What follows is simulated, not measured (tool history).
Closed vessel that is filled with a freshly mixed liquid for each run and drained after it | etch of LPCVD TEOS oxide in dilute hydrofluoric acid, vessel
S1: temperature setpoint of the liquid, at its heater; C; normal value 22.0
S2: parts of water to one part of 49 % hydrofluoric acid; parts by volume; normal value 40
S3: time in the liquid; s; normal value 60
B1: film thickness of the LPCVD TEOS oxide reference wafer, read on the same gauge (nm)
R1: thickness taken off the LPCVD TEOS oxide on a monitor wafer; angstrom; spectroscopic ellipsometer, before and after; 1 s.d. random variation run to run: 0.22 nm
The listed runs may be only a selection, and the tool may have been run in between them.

run	hour	S1	S2	S3	B1	R1
1	0.0	19.5	40	60	51.84	258.3
2	25.7	19.5	40	60	51.87	261.0
3	54.7	20.0	40	60	51.94	267.2
4	74.1	22.0	40	60	51.99	294.4
5	123.3	22.0	40	60	52.08	295.4
6	154.6	22.0	40	60	52.14	292.7
7	178.8	22.0	40	60	52.19	290.0
8	192.2	25.0	40	75	52.22	413.8
# hour 242.4: gauge calibrated
9	295.3	25.0	40	75	49.93	395.9
10	323.9	18.5	40	60	50.01	241.2
11	346.4	18.5	40	60	50.03	240.3
12	366.2	22.0	40	60	50.07	277.4
13	395.5	22.0	50	60	50.11	218.4
14	412.8	22.0	50	60	50.16	224.4
15	428.2	22.0	40	45	50.22	211.2
# hour 429.4: thermometer replaced
16	448.3	22.0	40	45	50.25	211.7
17	473.6	23.5	20	50	50.27	515.0
18	501.7	22.0	60	60	50.35	181.8
# hour 515.0: hydrofluoric acid flow meter replaced
19	515.5	23.5	20	50	50.37	510.4
20	534.0	18.0	50	75	50.42	237.3
21	555.6	19.0	40	60	50.46	247.7
22	570.7	22.0	40	60	50.50	284.7
23	584.7	19.5	40	60	50.48	253.7
24	612.2	24.0	35	60	50.55	356.4
25	642.6	20.5	50	70	50.61	246.1
26	673.3	22.0	40	60	50.69	285.6
27	692.6	25.5	55	85	50.73	333.2
28	714.0	24.0	35	95	50.74	560.8
29	733.3	19.5	50	60	50.80	200.9
30	762.8	25.0	60	30	50.87	103.9
31	790.4	25.5	50	60	50.91	257.8
32	806.6	22.0	35	60	50.98	327.1
33	822.4	18.0	30	45	51.01	242.5
34	854.2	23.5	25	75	51.03	613.7

Pick out some run-to-run changes in R1. Of each, how much would a tool without hidden state show as well, from the settings, what came in and chance, and how much is left for the hidden state and any gauge scatter not in both results compared?
The hidden state here: liquid hotter than its thermometer reads (K); hydrofluoric acid flow above the setpoint (%); gauge reads high (%).
Run 7 -> 8: S1 22.0 -> 25.0, S3 60 -> 75. R1 +123.8 angstrom: hidden state +5.3, all else +118.5.
Run 8 -> 9: gauge calibrated. R1 -17.9 angstrom: hidden state -18.1, all else +0.2.
Run 17 -> 18: S1 23.5 -> 22.0, S2 20 -> 60, S3 50 -> 60. R1 -333.2 angstrom: hidden state -1.7, all else -331.5.
Run 28 -> 29: S1 24.0 -> 19.5, S2 35 -> 50, S3 95 -> 60. R1 -359.9 angstrom: hidden state -5.3, all else -354.6.
Run 33 -> 34: S1 18.0 -> 23.5, S2 30 -> 25, S3 45 -> 75. R1 +371.2 angstrom: hidden state +7.8, all else +363.4.
